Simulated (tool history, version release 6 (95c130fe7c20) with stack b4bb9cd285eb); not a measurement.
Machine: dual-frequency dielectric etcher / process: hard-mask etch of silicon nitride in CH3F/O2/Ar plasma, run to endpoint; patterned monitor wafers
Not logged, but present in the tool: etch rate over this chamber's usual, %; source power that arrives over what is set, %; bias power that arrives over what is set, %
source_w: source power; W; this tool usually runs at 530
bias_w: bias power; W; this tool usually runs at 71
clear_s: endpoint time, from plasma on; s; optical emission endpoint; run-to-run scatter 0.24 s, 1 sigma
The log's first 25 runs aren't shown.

| run | hour | source_w | bias_w | wafers since the last listed run | hours since the last wet clean | hours since the last source power generator calibration | hours since the last bias power generator calibration | hours since the last upper electrode change | incoming incoming film thickness, nm | clear_s |
|---|---|---|---|---|---|---|---|---|---|---|
|  | 282.3 | source power generator calibrated |
| 26 | 286.4 | 400 | 81 | 99 | 58.9 | 4.1 | 2229.6 | 62 | 31.41 | 48.2 |
| 27 | 295.7 | 460 | 85 | 103 | 68.2 | 13.4 | 2238.9 | 71.3 | 31.11 | 45 |
|  | 311.7 | bias power generator calibrated |
| 28 | 313.1 | 570 | 71 | 148 | 85.6 | 30.8 | 1.4 | 88.7 | 31.22 | 43.8 |
| 29 | 325.8 | 530 | 71 | 140 | 98.3 | 43.5 | 14.1 | 101.4 | 31.06 | 45.3 |
| 30 | 343.7 | 590 | 71 | 198 | 116.2 | 61.4 | 32 | 119.3 | 31.18 | 43.6 |
| 31 | 351.9 | 530 | 65 | 90 | 124.4 | 69.6 | 40.2 | 127.5 | 31.31 | 46.8 |
| 32 | 364.4 | 430 | 53 | 138 | 136.9 | 82.1 | 52.7 | 140 | 31.37 | 53.8 |
| 33 | 404.3 | 640 | 63 | 442 | 176.8 | 122 | 92.6 | 179.9 | 31.47 | 44 |

Below are 5 alternative next runs, each starting from the tool's condition after run 33. Predict each:
| A | 404.7 | 530 | 89 | 4 | 177.2 | 122.4 | 93 | 180.3 | 31.31 | ? |
| B | 404.7 | 650 | 54 | 4 | 177.2 | 122.4 | 93 | 180.3 | 31.31 | ? |
| C | 404.7 | 610 | 88 | 4 | 177.2 | 122.4 | 93 | 180.3 | 31.31 | ? |
| D | 404.7 | 410 | 71 | 4 | 177.2 | 122.4 | 93 | 180.3 | 31.31 | ? |
| E | 404.7 | 570 | 88 | 4 | 177.2 | 122.4 | 93 | 180.3 | 31.31 | ? |

| run | clear_s |
|---|---|
| A | 41.7 |
| B | 45.1 |
| C | 39.7 |
| D | 49.3 |
| E | 40.7 |
What these runs would have given with no unlogged condition in the tool:
| run | clear_s |
|---|---|
| A | 42.1 |
| B | 45.6 |
| C | 40.1 |
| D | 49.8 |
| E | 41.2 |
